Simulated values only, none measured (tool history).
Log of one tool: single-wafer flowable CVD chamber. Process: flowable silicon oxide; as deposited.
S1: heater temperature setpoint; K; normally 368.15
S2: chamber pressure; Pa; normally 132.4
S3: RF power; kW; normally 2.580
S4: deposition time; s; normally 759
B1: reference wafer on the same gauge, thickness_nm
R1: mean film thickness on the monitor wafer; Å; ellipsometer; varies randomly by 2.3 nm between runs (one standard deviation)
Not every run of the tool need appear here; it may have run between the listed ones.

{"run": 1, "hour": 0.0, "S1": 368.15, "S2": 132.4, "S3": 2.58, "S4": 759, "B1": 859.307, "R1": 7135.78}
{"run": 2, "hour": 25.6, "S1": 377.15, "S2": 132.4, "S3": 2.58, "S4": 759, "B1": 858.4, "R1": 5481.56}
{"run": 3, "hour": 39.8, "S1": 368.15, "S2": 132.4, "S3": 2.58, "S4": 759, "B1": 859.361, "R1": 7151.27}
{"run": 4, "hour": 73.1, "S1": 368.15, "S2": 132.4, "S3": 2.58, "S4": 759, "B1": 858.78, "R1": 7161.41}
{"run": 5, "hour": 100.6, "S1": 368.15, "S2": 132.4, "S3": 2.58, "S4": 759, "B1": 858.054, "R1": 7089.95}
{"hour": 124.6, "done": "RF generator calibrated"}
{"run": 6, "hour": 125.1, "S1": 368.15, "S2": 132.4, "S3": 2.88, "S4": 759, "B1": 858.824, "R1": 7233.41}
{"hour": 129.0, "done": "gauge calibrated"}
{"run": 7, "hour": 150.6, "S1": 368.15, "S2": 132.4, "S3": 2.88, "S4": 759, "B1": 859.435, "R1": 7183.68}
{"hour": 167.1, "done": "capacitance manometer re-zeroed and calibrated"}
{"run": 8, "hour": 170.9, "S1": 368.15, "S2": 132.4, "S3": 2.725, "S4": 652, "B1": 858.644, "R1": 6757.95}
{"run": 9, "hour": 205.2, "S1": 368.15, "S2": 132.4, "S3": 2.41, "S4": 631, "B1": 859.075, "R1": 6458.59}
{"run": 10, "hour": 224.4, "S1": 373.15, "S2": 132.4, "S3": 2.41, "S4": 759, "B1": 859.269, "R1": 6725.58}
{"hour": 260.0, "done": "thermocouple changed; heater temperature recalibrated"}
{"run": 11, "hour": 260.5, "S1": 379.15, "S2": 144.4, "S3": 2.155, "S4": 847, "B1": 858.566, "R1": 6392.0}
{"hour": 286.0, "done": "showerhead replaced"}
{"run": 12, "hour": 293.6, "S1": 368.15, "S2": 132.4, "S3": 2.58, "S4": 759, "B1": 859.149, "R1": 7463.43}
{"run": 13, "hour": 322.8, "S1": 383.15, "S2": 132.4, "S3": 2.58, "S4": 822, "B1": 859.306, "R1": 5204.81}
{"run": 14, "hour": 343.4, "S1": 383.15, "S2": 132.4, "S3": 2.58, "S4": 879, "B1": 858.583, "R1": 5551.55}
{"run": 15, "hour": 359.8, "S1": 368.15, "S2": 132.4, "S3": 2.58, "S4": 759, "B1": 859.685, "R1": 7436.52}

3 ways to go on from here, each from the tool as it stands after run 15. What would each give?
{"run": "A", "hour": 360.4, "S1": 368.15, "S2": 132.4, "S3": 2.58, "S4": 833, "B1": "?", "R1": "?"}
{"run": "B", "hour": 360.4, "S1": 357.15, "S2": 101.1, "S3": 3.095, "S4": 759, "B1": "?", "R1": "?"}
{"run": "C", "hour": 360.4, "S1": 368.15, "S2": 104.4, "S3": 2.58, "S4": 830, "B1": "?", "R1": "?"}

run=A B1=859.774 R1=8186.92
run=B B1=859.774 R1=7875.54
run=C B1=859.774 R1=6446.06
Had the tool no hidden state, the same runs would have come out as:
run=A R1=8044.33
run=B R1=7727.84
run=C R1=6327.19

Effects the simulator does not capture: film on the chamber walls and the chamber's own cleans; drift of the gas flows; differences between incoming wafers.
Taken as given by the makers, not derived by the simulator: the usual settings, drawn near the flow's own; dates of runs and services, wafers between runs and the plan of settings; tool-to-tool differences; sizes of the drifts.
